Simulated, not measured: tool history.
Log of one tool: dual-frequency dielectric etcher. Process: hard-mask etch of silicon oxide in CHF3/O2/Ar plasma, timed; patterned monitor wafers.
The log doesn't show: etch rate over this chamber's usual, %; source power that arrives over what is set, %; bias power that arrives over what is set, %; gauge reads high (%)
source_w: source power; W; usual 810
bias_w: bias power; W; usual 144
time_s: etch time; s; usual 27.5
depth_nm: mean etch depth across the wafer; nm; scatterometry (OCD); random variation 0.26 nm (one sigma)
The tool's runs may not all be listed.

| run | day | source_w | bias_w | time_s | wafers since the last listed run | hours since the last wet clean | hours since the last source power generator calibration | hours since the last bias power generator calibration | hours since the last upper electrode change | hours since the gauge calibration | read-back reference wafer on the same gauge, depth_nm | depth_nm |
|---|---|---|---|---|---|---|---|---|---|---|---|---|
| 1 | 0 | 810 | 144 | 27.5 | 0 | 0.9 | 1196.7 | 2116.1 | 3204.6 | 1334.1 | 61.3 | 61 |
| 2 | 2.35 | 810 | 144 | 27.5 | 956 | 57.3 | 1253.1 | 2172.5 | 3261 | 1390.5 | 61.2 | 61.3 |
| 3 | 6.017 | 920 | 144 | 27.5 | 1493 | 145.3 | 1341.1 | 2260.5 | 3349 | 1478.5 | 61.2 | 65.2 |
| 4 | 8.925 | 920 | 144 | 27.5 | 1184 | 215.1 | 1410.9 | 2330.3 | 3418.8 | 1548.3 | 61.3 | 65.7 |
| 5 | 13.079 | 810 | 144 | 27.5 | 1691 | 314.8 | 1510.6 | 2430 | 3518.5 | 1648 | 61.4 | 63.2 |
|  | 20.817 | wet clean of the chamber |
| 6 | 23.858 | 810 | 169 | 27.5 | 3982 | 73 | 1769.3 | 2688.7 | 3777.2 | 1906.7 | 61.2 | 64.9 |
| 7 | 28.225 | 810 | 169 | 27.5 | 1778 | 177.8 | 1874.1 | 2793.5 | 3882 | 2011.5 | 61.3 | 65.5 |
| 8 | 31.404 | 810 | 169 | 27.5 | 1294 | 254.1 | 1950.4 | 2869.8 | 3958.3 | 2087.8 | 61.4 | 65.8 |
| 9 | 33.958 | 810 | 173 | 24.5 | 1040 | 315.4 | 2011.7 | 2931.1 | 4019.6 | 2149.1 | 61.3 | 59.6 |
|  | 34.121 | gauge calibrated |
|  | 35.417 | bias power generator calibrated |
| 10 | 35.975 | 810 | 173 | 24.5 | 753 | 363.8 | 2060.1 | 13.4 | 4068 | 44.5 | 61.3 | 60.5 |
|  | 41.292 | wet clean of the chamber |
| 11 | 42.15 | 810 | 173 | 24.5 | 2107 | 20.6 | 2208.3 | 161.6 | 4216.2 | 192.7 | 61.3 | 59.3 |
| 12 | 44.958 | 810 | 158 | 27.5 | 1143 | 88 | 2275.7 | 229 | 4283.6 | 260.1 | 61.3 | 64.6 |
| 13 | 47.508 | 810 | 158 | 27.5 | 1038 | 149.2 | 2336.9 | 290.2 | 4344.8 | 321.3 | 61.4 | 65.1 |
| 14 | 49.617 | 810 | 158 | 27.5 | 858 | 199.8 | 2387.5 | 340.8 | 4395.4 | 371.9 | 61.3 | 65.3 |
|  | 53.2 | upper electrode replaced |
| 15 | 53.221 | 810 | 144 | 27.5 | 1060 | 286.3 | 2474 | 427.3 | 0.5 | 458.4 | 61.2 | 63.8 |
|  | 54.525 | source power generator calibrated |
| 16 | 56.667 | 810 | 144 | 27.5 | 1335 | 369 | 51.4 | 510 | 83.2 | 541.1 | 61.2 | 63.6 |
| 17 | 59.65 | 810 | 155 | 27.5 | 1214 | 440.6 | 123 | 581.6 | 154.8 | 612.7 | 61.3 | 66.1 |
|  | 63.508 | wet clean of the chamber |
| 18 | 63.529 | 710 | 144 | 32.5 | 1172 | 0.5 | 216.1 | 674.7 | 247.9 | 705.8 | 61.2 | 69.9 |
| 19 | 66.138 | 810 | 144 | 21.5 | 1062 | 63.1 | 278.7 | 737.3 | 310.5 | 768.4 | 61.3 | 49.1 |
| 20 | 70.496 | 810 | 144 | 27.5 | 1774 | 167.7 | 383.3 | 841.9 | 415.1 | 873 | 61.3 | 63.1 |
| 21 | 72.933 | 900 | 126 | 27.5 | 992 | 226.2 | 441.8 | 900.4 | 473.6 | 931.5 | 61.2 | 63.2 |
| 22 | 76.729 | 920 | 144 | 27.5 | 1545 | 317.3 | 532.9 | 991.5 | 564.7 | 1022.6 | 61.3 | 67.3 |
|  | 81.904 | wet clean of the chamber |
| 23 | 81.925 | 740 | 144 | 27.5 | 1708 | 0.5 | 657.6 | 1116.2 | 689.4 | 1147.3 | 61.4 | 59.3 |
| 24 | 82.8 | 760 | 144 | 27.5 | 356 | 21.5 | 678.6 | 1137.2 | 710.4 | 1168.3 | 61.3 | 59.9 |
| 25 | 86.875 | 630 | 144 | 27.5 | 1659 | 119.3 | 776.4 | 1235 | 808.2 | 1266.1 | 61.4 | 55.4 |
| 26 | 88.521 | 660 | 135 | 31 | 670 | 158.8 | 815.9 | 1274.5 | 847.7 | 1305.6 | 61.4 | 62.7 |
| 27 | 92.612 | 670 | 124 | 35 | 1666 | 257 | 914.1 | 1372.7 | 945.9 | 1403.8 | 61.3 | 70.7 |
|  | 105.517 | wet clean of the chamber |
| 28 | 105.538 | 810 | 144 | 27.5 | 4855 | 0.5 | 1224.3 | 1682.9 | 1256.1 | 1714 | 61.2 | 61.6 |
| 29 | 107.483 | 670 | 144 | 25 | 792 | 47.2 | 1271 | 1729.6 | 1302.8 | 1760.7 | 61.2 | 51.6 |

3 ways to go on from here, each from the tool as it stands after run 29. What would each give?
| A | 107.5 | 810 | 144 | 27.5 | 6 | 47.6 | 1271.4 | 1730 | 1303.2 | 1761.1 | ? | ? |
| B | 107.5 | 910 | 174 | 20 | 6 | 47.6 | 1271.4 | 1730 | 1303.2 | 1761.1 | ? | ? |
| C | 107.5 | 950 | 134 | 23.5 | 6 | 47.6 | 1271.4 | 1730 | 1303.2 | 1761.1 | ? | ? |

| run | read-back reference wafer on the same gauge, depth_nm | depth_nm |
|---|---|---|
| A | 61.3 | 61.7 |
| B | 61.3 | 50.1 |
| C | 61.3 | 55.1 |
Without the tool's hidden state the same runs would have given:
| run | depth_nm |
|---|---|
| A | 62 |
| B | 50.4 |
| C | 55.3 |

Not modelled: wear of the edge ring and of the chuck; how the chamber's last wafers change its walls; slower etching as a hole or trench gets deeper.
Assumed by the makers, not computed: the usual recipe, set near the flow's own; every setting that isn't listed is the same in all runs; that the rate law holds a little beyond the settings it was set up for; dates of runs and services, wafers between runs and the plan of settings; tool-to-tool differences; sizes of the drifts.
